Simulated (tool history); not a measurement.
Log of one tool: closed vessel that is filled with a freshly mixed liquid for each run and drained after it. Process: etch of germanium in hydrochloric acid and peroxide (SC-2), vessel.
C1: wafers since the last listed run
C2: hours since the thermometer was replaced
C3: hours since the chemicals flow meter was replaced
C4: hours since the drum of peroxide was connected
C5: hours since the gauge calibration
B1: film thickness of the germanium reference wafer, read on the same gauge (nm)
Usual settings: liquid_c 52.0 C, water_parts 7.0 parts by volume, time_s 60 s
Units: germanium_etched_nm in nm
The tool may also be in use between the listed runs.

Run 1, hour 0.0: usual settings but liquid_c 47.5 C, time_s 75 s; C1 0; C2 617.2; C3 1099.9; C4 885.4; C5 738.4; B1 80.00. Result: germanium_etched_nm 168.76 nm.
Run 2, hour 47.2: usual settings but liquid_c 47.5 C, time_s 75 s; C1 5754; C2 664.4; C3 1147.1; C4 932.6; C5 785.6; B1 80.00. Result: germanium_etched_nm 168.30 nm.
Run 3, hour 115.5: usual settings but liquid_c 45.0 C, time_s 35 s; C1 8326; C2 732.7; C3 1215.4; C4 1000.9; C5 853.9; B1 79.99. Result: germanium_etched_nm 72.83 nm.
Run 4, hour 158.6: usual settings but liquid_c 45.0 C, time_s 35 s; C1 5254; C2 775.8; C3 1258.5; C4 1044.0; C5 897.0; B1 80.02. Result: germanium_etched_nm 72.55 nm.
Run 5, hour 219.3: usual settings but liquid_c 56.5 C; C1 7400; C2 836.5; C3 1319.2; C4 1104.7; C5 957.7; B1 79.99. Result: germanium_etched_nm 178.96 nm.
Run 6, hour 281.7: usual settings; C1 7607; C2 898.9; C3 1381.6; C4 1167.1; C5 1020.1; B1 79.99. Result: germanium_etched_nm 155.40 nm.
Run 7, hour 331.4: usual settings; C1 6059; C2 948.6; C3 1431.3; C4 1216.8; C5 1069.8; B1 79.98. Result: germanium_etched_nm 155.16 nm.
Run 8, hour 500.6: usual settings; C1 20628; C2 1117.8; C3 1600.5; C4 1386.0; C5 1239.0; B1 80.00. Result: germanium_etched_nm 154.78 nm.
Run 9, hour 554.3: usual settings but liquid_c 56.0 C; C1 6546; C2 1171.5; C3 1654.2; C4 1439.7; C5 1292.7; B1 79.99. Result: germanium_etched_nm 175.71 nm.
Run 10, hour 613.6: usual settings but liquid_c 46.5 C, water_parts 5.0 parts by volume; C1 7229; C2 1230.8; C3 1713.5; C4 1499.0; C5 1352.0; B1 80.00. Result: germanium_etched_nm 132.75 nm.
At hour 637.9: gauge calibrated.
At hour 658.1: new drum of peroxide connected.
At hour 697.2: chemicals flow meter replaced.
Run 11, hour 769.1: usual settings but liquid_c 46.5 C, water_parts 5.0 parts by volume; C1 18714; C2 1386.3; C3 71.9; C4 111.0; C5 131.2; B1 79.95. Result: germanium_etched_nm 133.90 nm.
Run 12, hour 798.5: usual settings; C1 3584; C2 1415.7; C3 101.3; C4 140.4; C5 160.6; B1 79.99. Result: germanium_etched_nm 157.22 nm.
Run 13, hour 867.4: usual settings; C1 8400; C2 1484.6; C3 170.2; C4 209.3; C5 229.5; B1 79.98. Result: germanium_etched_nm 157.21 nm.
Run 14, hour 917.7: usual settings but liquid_c 60.5 C, water_parts 4.5 parts by volume, time_s 90 s; C1 6132; C2 1534.9; C3 220.5; C4 259.6; C5 279.8; B1 79.99. Result: germanium_etched_nm 312.61 nm.
Run 15, hour 962.2: usual settings but time_s 75 s; C1 5425; C2 1579.4; C3 265.0; C4 304.1; C5 324.3; B1 80.01. Result: germanium_etched_nm 196.89 nm.
Run 16, hour 1024.6: usual settings but liquid_c 58.5 C, water_parts 5.0 parts by volume; C1 7607; C2 1641.8; C3 327.4; C4 366.5; C5 386.7; B1 79.96. Result: germanium_etched_nm 194.91 nm.
Run 17, hour 1085.4: usual settings; C1 7412; C2 1702.6; C3 388.2; C4 427.3; C5 447.5; B1 79.99. Result: germanium_etched_nm 156.97 nm.
Run 18, hour 1144.8: usual settings but time_s 75 s; C1 7241; C2 1762.0; C3 447.6; C4 486.7; C5 506.9; B1 80.00. Result: germanium_etched_nm 196.16 nm.
At hour 1159.5: thermometer replaced.
Run 19, hour 1201.0: usual settings but liquid_c 59.5 C, time_s 80 s; C1 6729; C2 41.5; C3 503.8; C4 542.9; C5 563.1; B1 79.96. Result: germanium_etched_nm 261.66 nm.
Run 20, hour 1269.1: usual settings but liquid_c 48.0 C; C1 8302; C2 109.6; C3 571.9; C4 611.0; C5 631.2; B1 80.01. Result: germanium_etched_nm 137.78 nm.
Run 21, hour 1303.3: usual settings; C1 4169; C2 143.8; C3 606.1; C4 645.2; C5 665.4; B1 80.00. Result: germanium_etched_nm 156.90 nm.
Run 22, hour 1405.2: usual settings but liquid_c 49.0 C, time_s 40 s; C1 12423; C2 245.7; C3 708.0; C4 747.1; C5 767.3; B1 80.00. Result: germanium_etched_nm 94.76 nm.
Run 23, hour 1458.7: usual settings; C1 6522; C2 299.2; C3 761.5; C4 800.6; C5 820.8; B1 79.98. Result: germanium_etched_nm 156.44 nm.
Run 24, hour 1518.3: usual settings but liquid_c 46.5 C, water_parts 6.0 parts by volume; C1 7266; C2 358.8; C3 821.1; C4 860.2; C5 880.4; B1 79.98. Result: germanium_etched_nm 132.65 nm.
Run 25, hour 1563.1: usual settings but liquid_c 59.0 C, time_s 35 s; C1 5461; C2 403.6; C3 865.9; C4 905.0; C5 925.2; B1 79.98. Result: germanium_etched_nm 112.65 nm.
Run 26, hour 1626.5: usual settings but liquid_c 46.5 C, time_s 85 s; C1 7729; C2 467.0; C3 929.3; C4 968.4; C5 988.6; B1 79.99. Result: germanium_etched_nm 185.28 nm.
Run 27, hour 1685.7: usual settings but liquid_c 46.5 C, water_parts 10.0 parts by volume, time_s 45 s; C1 7217; C2 526.2; C3 988.5; C4 1027.6; C5 1047.8; B1 80.03. Result: germanium_etched_nm 95.01 nm.
Run 28, hour 1713.5: usual settings but liquid_c 47.5 C, water_parts 5.5 parts by volume, time_s 80 s; C1 3389; C2 554.0; C3 1016.3; C4 1055.4; C5 1075.6; B1 79.99. Result: germanium_etched_nm 182.03 nm.
Run 29, hour 1769.8: usual settings but liquid_c 46.0 C, water_parts 8.5 parts by volume; C1 6863; C2 610.3; C3 1072.6; C4 1111.7; C5 1131.9; B1 80.00. Result: germanium_etched_nm 126.86 nm.

5 ways to go on from here, each from the tool as it stands after run 29. What would each give?
Run A, hour 1770.5: usual settings; C1 85; C2 611.0; C3 1073.3; C4 1112.4; C5 1132.6; B1 ?. Result: germanium_etched_nm ?.
Run B, hour 1770.5: usual settings but water_parts 9.0 parts by volume, time_s 90 s; C1 85; C2 611.0; C3 1073.3; C4 1112.4; C5 1132.6; B1 ?. Result: germanium_etched_nm ?.
Run C, hour 1770.5: usual settings but liquid_c 57.5 C, water_parts 9.0 parts by volume, time_s 75 s; C1 85; C2 611.0; C3 1073.3; C4 1112.4; C5 1132.6; B1 ?. Result: germanium_etched_nm ?.
Run D, hour 1770.5: usual settings but water_parts 4.0 parts by volume, time_s 85 s; C1 85; C2 611.0; C3 1073.3; C4 1112.4; C5 1132.6; B1 ?. Result: germanium_etched_nm ?.
Run E, hour 1770.5: usual settings but liquid_c 62.0 C, water_parts 5.5 parts by volume, time_s 35 s; C1 85; C2 611.0; C3 1073.3; C4 1112.4; C5 1132.6; B1 ?. Result: germanium_etched_nm ?.

run     B1  germanium_etched_nm
  A  80.01               156.49
  B  80.01               229.48
  C  80.01               225.95
  D  80.01               227.51
  E  80.01               125.68
Without the tool's hidden state the same runs would have given:
run  germanium_etched_nm
  A               158.71
  B               233.93
  C               230.66
  D               228.79
  E               127.18

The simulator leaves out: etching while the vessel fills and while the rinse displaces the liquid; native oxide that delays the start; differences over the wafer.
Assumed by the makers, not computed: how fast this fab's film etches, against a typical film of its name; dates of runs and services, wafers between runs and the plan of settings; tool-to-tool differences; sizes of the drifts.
